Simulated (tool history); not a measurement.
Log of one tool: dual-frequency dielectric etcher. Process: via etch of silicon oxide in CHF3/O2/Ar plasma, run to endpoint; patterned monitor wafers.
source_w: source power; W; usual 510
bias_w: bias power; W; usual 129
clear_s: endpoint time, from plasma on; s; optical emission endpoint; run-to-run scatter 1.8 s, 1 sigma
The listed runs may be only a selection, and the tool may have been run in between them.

run   hour  source_w  bias_w  incoming incoming film thickness, nm  clear_s
  1    0.0       460     129                                 489.3    314.5
  2   16.2       460     129                                 492.0    317.4
  3   29.3       510     129                                 487.6    301.5
  4   45.5       510     129                                 488.4    301.0
  5   59.1       510     129                                 493.5    302.8
  6   74.8       540     129                                 493.0    299.3
  7   83.0       510     129                                 492.5    305.6
     111.2  -- source power generator calibrated
     117.2  -- wet clean of the chamber
  8  117.7       510     129                                 490.7    291.8
  9  118.1       510     129                                 494.7    295.1
 10  118.5       510     129                                 489.6    292.8
 11  132.5       510     129                                 490.8    294.8
 12  143.6       420     115                                 499.1    337.7
 13  152.2       590     106                                 485.2    287.5

Run 14 comes next. What will it give?
 14  158.9       470     116                                 491.2        ?

Run 14 produced clear_s 315.4 s.
Minus the tool's unlogged condition, the same run would have read clear_s 313.2 s.
